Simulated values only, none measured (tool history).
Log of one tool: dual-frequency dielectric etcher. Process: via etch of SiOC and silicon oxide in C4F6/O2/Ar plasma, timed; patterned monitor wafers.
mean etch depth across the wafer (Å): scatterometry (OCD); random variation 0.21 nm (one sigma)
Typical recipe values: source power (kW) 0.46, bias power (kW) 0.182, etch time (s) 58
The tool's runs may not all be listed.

run,hour,source power (kW),bias power (kW),etch time (s),wafers since the last listed run,hours since the last wet clean,hours since the last source power generator calibration,hours since the last bias power generator calibration,hours since the last upper electrode change,hours since the gauge calibration,"read-back reference wafer on the same gauge, depth_nm",mean etch depth across the wafer (Å)
1,0,0.46,0.182,58,0,406.1,1075.6,2611.5,4453.9,1063.8,70.1,782
2,130.3,0.46,0.182,58,1871,536.4,1205.9,2741.8,4584.2,1194.1,70.1,779
# hour 216.1: wet clean of the chamber
3,216.6,0.39,0.182,58,894,0.5,1292.2,2828.1,4670.5,1280.4,70.1,736
4,253.5,0.46,0.155,58,529,37.4,1329.1,2865,4707.4,1317.3,70.1,726
5,308.8,0.46,0.182,58,794,92.7,1384.4,2920.3,4762.7,1372.6,70.1,786
6,416.1,0.46,0.182,58,1540,200,1491.7,3027.6,4870,1479.9,70.1,781
7,523.8,0.46,0.182,58,1546,307.7,1599.4,3135.3,4977.7,1587.6,70,786
8,589.7,0.46,0.182,58,946,373.6,1665.3,3201.2,5043.6,1653.5,70.1,790
9,676.2,0.46,0.182,58,1242,460.1,1751.8,3287.7,5130.1,1740,70.1,789
10,719.4,0.46,0.182,58,620,503.3,1795,3330.9,5173.3,1783.2,70.1,792
11,812.7,0.46,0.182,58,1339,596.6,1888.3,3424.2,5266.6,1876.5,70.1,787
# hour 873.5: wet clean of the chamber
12,874,0.46,0.194,58,535,0.5,1949.6,3485.5,5327.9,1937.8,70.1,816
13,914.3,0.46,0.194,58,578,40.8,1989.9,3525.8,5368.2,1978.1,70.1,813
14,1008.9,0.54,0.182,58,1358,135.4,2084.5,3620.4,5462.8,2072.7,70.1,838
# hour 1072.4: upper electrode replaced
15,1090.2,0.41,0.211,73.5,822,216.7,2165.8,3701.7,17.8,2154,70.1,1025
16,1162.3,0.46,0.182,58,1035,288.8,2237.9,3773.8,89.9,2226.1,70.1,788
17,1217.6,0.54,0.182,58,794,344.1,2293.2,3829.1,145.2,2281.4,70.1,845
18,1347.5,0.51,0.141,58,1865,474,2423.1,3959,275.1,2411.3,70.1,737
# hour 1381.3: gauge calibrated
# hour 1423.3: source power generator calibrated
19,1423.7,0.5,0.211,58,1036,550.2,0.4,4035.2,351.3,42.4,70.1,868
20,1512,0.46,0.2,53,1267,638.5,88.7,4123.5,439.6,130.7,70.2,747
# hour 1539.5: wet clean of the chamber
21,1559.6,0.46,0.213,41,338,20.1,136.3,4171.1,487.2,178.3,70.1,595
# hour 1626.6: bias power generator calibrated
22,1654.3,0.46,0.182,58,1302,114.8,231,27.7,581.9,273,70.2,766
23,1739.6,0.46,0.162,67.5,1224,200.1,316.3,113,667.2,358.3,70.1,843
24,1819.4,0.46,0.182,70.5,1145,279.9,396.1,192.8,747,438.1,70.1,938
25,1897.8,0.39,0.182,64,1125,358.3,474.5,271.2,825.4,516.5,70.1,796
26,1945.2,0.39,0.138,58,680,405.7,521.9,318.6,872.8,563.9,70,636
27,2193.9,0.35,0.213,58,3571,654.4,770.6,567.3,1121.5,812.6,70.1,749
# hour 2228.8: wet clean of the chamber
28,2235.3,0.46,0.182,58,249,6.5,812,608.7,1162.9,854,70.1,778
29,2326.3,0.38,0.143,58,1306,97.5,903,699.7,1253.9,945,70.2,645
30,2411.8,0.46,0.164,62.5,1227,183,988.5,785.2,1339.4,1030.5,70.1,800

Forecast each of these 3 alternatives for the next run:
A,2412.2,0.4,0.182,58,5,183.4,988.9,785.6,1339.8,1030.9,?,?
B,2412.2,0.41,0.14,58,5,183.4,988.9,785.6,1339.8,1030.9,?,?
C,2412.2,0.46,0.163,74,5,183.4,988.9,785.6,1339.8,1030.9,?,?

run,"read-back reference wafer on the same gauge, depth_nm",mean etch depth across the wafer (Å)
A,70.1,734
B,70.1,656
C,70.1,938
What these runs would have given with no unlogged condition in the tool:
run,mean etch depth across the wafer (Å)
A,723
B,647
C,925
